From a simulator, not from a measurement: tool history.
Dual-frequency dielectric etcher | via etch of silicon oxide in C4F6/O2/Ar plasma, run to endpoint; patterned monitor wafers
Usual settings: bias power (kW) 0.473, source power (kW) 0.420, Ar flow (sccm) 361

| run | day | bias power (kW) | source power (kW) | Ar flow (sccm) | incoming incoming film thickness, nm | endpoint time (s) |
|---|---|---|---|---|---|---|
| 1 | 0.000 | 0.473 | 0.420 | 361 | 92.8 | 21.6 |
| 2 | 1.900 | 0.473 | 0.360 | 361 | 93.6 | 23.7 |
|  | 5.746 | wet clean of the chamber |
| 3 | 5.767 | 0.473 | 0.360 | 361 | 92.0 | 22.8 |
| 4 | 7.375 | 0.473 | 0.360 | 361 | 93.0 | 23.3 |
| 5 | 10.250 | 0.473 | 0.420 | 361 | 93.1 | 21.4 |
| 6 | 12.725 | 0.473 | 0.420 | 361 | 92.6 | 21.3 |
| 7 | 16.983 | 0.473 | 0.420 | 361 | 92.9 | 21.9 |
|  | 21.275 | wet clean of the chamber |
| 8 | 27.712 | 0.473 | 0.420 | 361 | 93.2 | 22.8 |

Forecast run 9:
|  | 32.304 | wet clean of the chamber, repeated, since the last time left the tool worse |
| 9 | 32.325 | 0.575 | 0.420 | 361 | 92.8 | ? |

Run 9 gave endpoint time (s) 20.4.
Without the tool's hidden state the same run would have given endpoint time (s) 20.5.
